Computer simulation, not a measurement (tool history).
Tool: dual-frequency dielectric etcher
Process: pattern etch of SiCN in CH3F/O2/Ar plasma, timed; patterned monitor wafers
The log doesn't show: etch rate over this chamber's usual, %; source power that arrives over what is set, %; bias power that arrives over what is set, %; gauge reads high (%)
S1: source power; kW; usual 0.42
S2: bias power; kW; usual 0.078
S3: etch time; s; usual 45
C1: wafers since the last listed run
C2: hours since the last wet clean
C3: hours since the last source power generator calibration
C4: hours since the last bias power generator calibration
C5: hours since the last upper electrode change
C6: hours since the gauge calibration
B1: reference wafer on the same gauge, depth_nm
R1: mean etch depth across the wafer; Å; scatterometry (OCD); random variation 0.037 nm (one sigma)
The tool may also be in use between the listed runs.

run    hour    S1     S2    S3    C1     C2      C3      C4      C5     C6     B1     R1
  1       0  0.42  0.078    45     0   93.6  3704.9  2622.2  3934.2  218.5  20.51    181
  2    40.1  0.42  0.078    45   686  133.7    3745  2662.3  3974.3  258.6  20.49  181.1
  3   103.6  0.42  0.078    45  1087  197.2  3808.5  2725.8  4037.8  322.1  20.51  180.6
  4   161.8  0.42  0.078    45   996  255.4  3866.7    2784    4096  380.3  20.49    181
  5     233  0.42  0.065    45  1218  326.6  3937.9  2855.2  4167.2  451.5   20.5  169.3
  6   270.7  0.42  0.065    45   645  364.3  3975.6  2892.9  4204.9  489.2   20.5  169.1
  7   345.5  0.42  0.086    45  1280  439.1  4050.4  2967.7  4279.7    564  20.49  188.2
  8   394.3  0.42  0.078  53.5   835  487.9  4099.2  3016.5  4328.5  612.8  20.51  215.2
      396.3  -- gauge calibrated
      409.6  -- bias power generator calibrated
      462.7  -- upper electrode replaced, of another model than before
      484.3  -- wet clean of the chamber
  9   484.8  0.42  0.091    45   700    0.5  4189.7    75.2    22.1   88.5  20.52  192.7
 10   494.1  0.42  0.091    45   159    9.8    4199    84.5    31.4   97.8  20.51  192.8
 11   538.7  0.42  0.078    45   763   54.4  4243.6   129.1      76  142.4  20.49  177.5
 12   571.7  0.42  0.078    45   564   87.4  4276.6   162.1     109  175.4   20.5  178.1
 13   612.8  0.46  0.084    51   703  128.5  4317.7   203.2   150.1  216.5  20.51  215.1
      656.8  -- source power generator calibrated
 14   657.3  0.42  0.078    45   693    173     0.5   247.7   194.6    261   20.5  179.1
 15   694.6  0.36   0.06    34   638  210.3    37.8     285   231.9  298.3  20.49  112.4
 16   719.6  0.49  0.093  50.5   427  235.3    62.8     310   256.9  323.3   20.5  228.4
 17   743.7  0.33  0.078    45   412  259.4    86.9   334.1     281  347.4  20.51  166.8
 18   800.7  0.33  0.078    45   975  316.4   143.9   391.1     338  404.4   20.5  167.6
 19   846.3  0.36   0.09  50.5   780    362   189.5   436.7   383.6    450  20.49  206.6
 20   872.9  0.34  0.078    34   455  388.6   216.1   463.3   410.2  476.6   20.5  127.4
 21   930.9  0.42  0.078  51.5   992  446.6   274.1   521.3   468.2  534.6  20.51  203.8
      965.6  -- gauge calibrated
 22  1002.6  0.39  0.069  40.5  1227  518.3   345.8     593   539.9     37   20.5  147.9
     1035.1  -- wet clean of the chamber
 23  1068.4  0.42  0.078    45   715   33.3   411.6   658.8   605.7  102.8   20.5  179.2
 24  1112.2  0.34  0.072    45   749   77.1   455.4   702.6   649.5  146.6  20.51  161.4

4 ways to go on from here, each from the tool as it stands after run 24. What would each give?
  A  1112.6  0.42  0.096    45   6  77.5  455.8  703  649.9  147   ?   ?
  B  1112.6  0.51  0.073  49.5   6  77.5  455.8  703  649.9  147   ?   ?
  C  1112.6  0.51  0.085    52   6  77.5  455.8  703  649.9  147   ?   ?
  D  1112.6  0.36  0.078    45   6  77.5  455.8  703  649.9  147   ?   ?

run    B1     R1
  A  20.5  198.8
  B  20.5  201.2
  C  20.5  228.3
  D  20.5  171.7
Without the tool's hidden state the same runs would have given:
run     R1
  A  197.5
  B  199.9
  C  226.8
  D  170.6
